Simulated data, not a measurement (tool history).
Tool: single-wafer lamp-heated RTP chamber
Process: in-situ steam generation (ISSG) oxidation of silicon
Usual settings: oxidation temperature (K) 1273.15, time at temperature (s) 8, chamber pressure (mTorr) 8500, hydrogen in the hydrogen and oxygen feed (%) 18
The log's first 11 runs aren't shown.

run   hour  oxidation temperature (K)  time at temperature (s)  chamber pressure (mTorr)  hydrogen in the hydrogen and oxygen feed (%)  read-back reference wafer on the same gauge, thickness  oxide thickness on the monitor wafer (Å)
 12    488                    1273.15                        8                      7700                                            18                                                   3.187                                     32.08
     516.1  -- pressure gauge zeroed
 13  520.9                    1273.15                        8                      8500                                            18                                                   3.189                                     32.16
 14  558.7                    1285.15                        8                      7200                                            13                                                   3.188                                     30.63
 15  596.8                    1273.15                        8                      8500                                            18                                                   3.191                                     32.19
 16  650.4                    1273.15                        5                      8500                                            18                                                   3.191                                     26.56
     681.6  -- pyrometer window cleaned and pyrometer calibrated
 17  722.1                    1273.15                        8                      8500                                            14                                                   3.194                                     30.21
 18  781.6                    1293.15                        8                      8100                                            18                                                   3.192                                      34.4
 19  828.5                    1273.15                        8                      8900                                            21                                                   3.194                                     33.35
 20  860.4                    1273.15                        8                      8500                                            18                                                   3.195                                     32.24
 21  906.3                    1273.15                        8                      8500                                            18                                                   3.201                                     32.36
 22  934.5                    1267.15                       10                      7900                                            27                                                   3.201                                     38.91
 23  968.8                    1259.15                        5                      9800                                            24                                                     3.2                                     27.33

Forecast run 24:
 24  1021.4                    1273.15                        8                      8500                                            26                                                       ?                                         ?

{"run 24": {"read-back reference wafer on the same gauge, thickness": 3.208, "oxide thickness on the monitor wafer (Å)": 35.67}}
Without the tool's hidden state the same run would have given oxide thickness on the monitor wafer (Å) 35.39.
